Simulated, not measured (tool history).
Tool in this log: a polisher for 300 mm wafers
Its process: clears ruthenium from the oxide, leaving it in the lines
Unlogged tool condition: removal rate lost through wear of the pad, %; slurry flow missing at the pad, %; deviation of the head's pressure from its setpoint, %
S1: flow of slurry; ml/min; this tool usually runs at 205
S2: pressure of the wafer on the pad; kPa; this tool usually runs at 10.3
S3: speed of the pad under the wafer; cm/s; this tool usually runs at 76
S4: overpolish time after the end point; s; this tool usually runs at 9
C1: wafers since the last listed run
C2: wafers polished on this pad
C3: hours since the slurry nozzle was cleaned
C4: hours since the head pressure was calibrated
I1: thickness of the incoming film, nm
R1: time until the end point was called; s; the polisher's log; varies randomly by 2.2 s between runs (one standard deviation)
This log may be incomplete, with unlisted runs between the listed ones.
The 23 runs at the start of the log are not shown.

| run | hour | S1 | S2 | S3 | S4 | C1 | C2 | C3 | C4 | I1 | R1 |
|---|---|---|---|---|---|---|---|---|---|---|---|
| 24 | 1228.3 | 205 | 10.3 | 76 | 9 | 338 | 1460 | 126.3 | 317.6 | 74.5 | 141.9 |
| 25 | 1264.1 | 205 | 11.7 | 76 | 13 | 306 | 1767 | 162.1 | 353.4 | 74.4 | 132.3 |
| 26 | 1311.7 | 205 | 10.3 | 76 | 9 | 407 | 2174 | 209.7 | 401 | 75.6 | 145.3 |
| 27 | 1365.2 | 205 | 10.3 | 76 | 9 | 458 | 2633 | 263.2 | 454.5 | 76.5 | 152.3 |
| 28 | 1411.8 | 205 | 10.3 | 84 | 9 | 399 | 3032 | 309.8 | 501.1 | 75.5 | 131.7 |
| 29 | 1480.6 | 180 | 10.3 | 76 | 14 | 589 | 3621 | 378.6 | 569.9 | 75.7 | 150.6 |
| 30 | 1522.4 | 275 | 9.7 | 88 | 4 | 358 | 3979 | 420.4 | 611.7 | 74 | 123.3 |
|  | 1526.9 | worn pad replaced by a new one |
|  | 1550.1 | head pressure recalibrated |
| 31 | 1573.8 | 255 | 8.3 | 68 | 9 | 388 | 384 | 471.8 | 23.7 | 76.6 | 185.8 |
| 32 | 1639.7 | 205 | 10.3 | 76 | 9 | 564 | 949 | 537.7 | 89.6 | 74.4 | 143 |
|  | 1656.9 | slurry nozzle cleaned |
| 33 | 1699.5 | 205 | 10.3 | 76 | 9 | 503 | 1453 | 42.6 | 149.4 | 75.6 | 146 |
| 34 | 1769.2 | 140 | 10.3 | 76 | 11 | 597 | 2050 | 112.3 | 219.1 | 75 | 158.6 |
| 35 | 1883.5 | 265 | 10.3 | 76 | 14 | 979 | 3029 | 226.6 | 333.4 | 75.1 | 141.4 |
| 36 | 1944.2 | 170 | 13.8 | 98 | 11 | 519 | 3549 | 287.3 | 394.1 | 75 | 93.1 |

Forecast each of these 5 alternatives for the next run:
| A | 1944.7 | 205 | 10.3 | 76 | 9 | 4 | 3553 | 287.8 | 394.6 | 74.2 | ? |
| B | 1944.7 | 240 | 7.6 | 62 | 7 | 4 | 3553 | 287.8 | 394.6 | 74.2 | ? |
| C | 1944.7 | 145 | 10.3 | 84 | 9 | 4 | 3553 | 287.8 | 394.6 | 74.2 | ? |
| D | 1944.7 | 205 | 10.3 | 76 | 4 | 4 | 3553 | 287.8 | 394.6 | 74.2 | ? |
| E | 1944.7 | 205 | 13.1 | 76 | 9 | 4 | 3553 | 287.8 | 394.6 | 74.2 | ? |

| run | R1 |
|---|---|
| A | 145.4 |
| B | 208.9 |
| C | 139.7 |
| D | 145.4 |
| E | 124.9 |
With no hidden state in the tool, these same runs would have given:
| run | R1 |
|---|---|
| A | 145.4 |
| B | 208.9 |
| C | 139.7 |
| D | 145.4 |
| E | 124.9 |
